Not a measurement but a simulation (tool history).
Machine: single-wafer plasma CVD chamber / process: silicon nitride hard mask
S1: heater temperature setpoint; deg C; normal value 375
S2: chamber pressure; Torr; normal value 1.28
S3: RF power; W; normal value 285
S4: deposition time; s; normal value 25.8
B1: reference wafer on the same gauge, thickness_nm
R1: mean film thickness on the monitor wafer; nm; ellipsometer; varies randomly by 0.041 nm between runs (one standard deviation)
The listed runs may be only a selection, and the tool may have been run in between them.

run	hour	S1	S2	S3	S4	B1	R1
1	0	375	1.28	285	25.8	23.404	26.711
2	13.9	375	1.28	285	25.8	23.404	26.729
3	23.4	375	1.28	285	25.8	23.413	26.669
4	35.7	375	1.28	300	28.9	23.396	30.61
5	46.7	375	1.28	300	28.9	23.39	30.596
# hour 62.5: thermocouple changed; heater temperature recalibrated
6	63	375	1.28	285	25.8	23.391	26.635
7	63.3	375	1.28	285	25.8	23.4	26.617
# hour 79.3: showerhead replaced
8	79.7	375	1.16	340	23.9	23.401	25.986
# hour 93.6: gauge calibrated
# hour 94.2: RF generator calibrated
9	94.7	375	1.28	285	28.5	23.393	28.871
10	101.3	375	1.28	285	25.8	23.407	26.065
# hour 119.3: RF generator calibrated, repeated, since the last time left the tool worse
11	119.8	361	1.39	245	29	23.381	29.662
# hour 132.8: capacitance manometer re-zeroed and calibrated
12	133.3	361	1.39	245	29	23.398	29.724
13	140.3	375	1.12	285	28.9	23.402	29.253
14	158.2	363	0.98	285	25.8	23.402	24.765
15	189.2	375	0.96	285	25.8	23.391	24.406

Branching from run 15: 3 alternative next runs. What would each branch give?
A	189.6	375	1.09	285	25.8	?	?
B	189.6	370	1.28	315	28.2	?	?
C	189.6	375	1.28	250	25.8	?	?

run	B1	R1
A	23.393	25.868
B	23.393	31.721
C	23.393	25.811
The same runs, with their run-to-run variation unchanged, on a tool lacking any hidden condition would have given:
run	R1
A	25.906
B	31.765
C	25.85
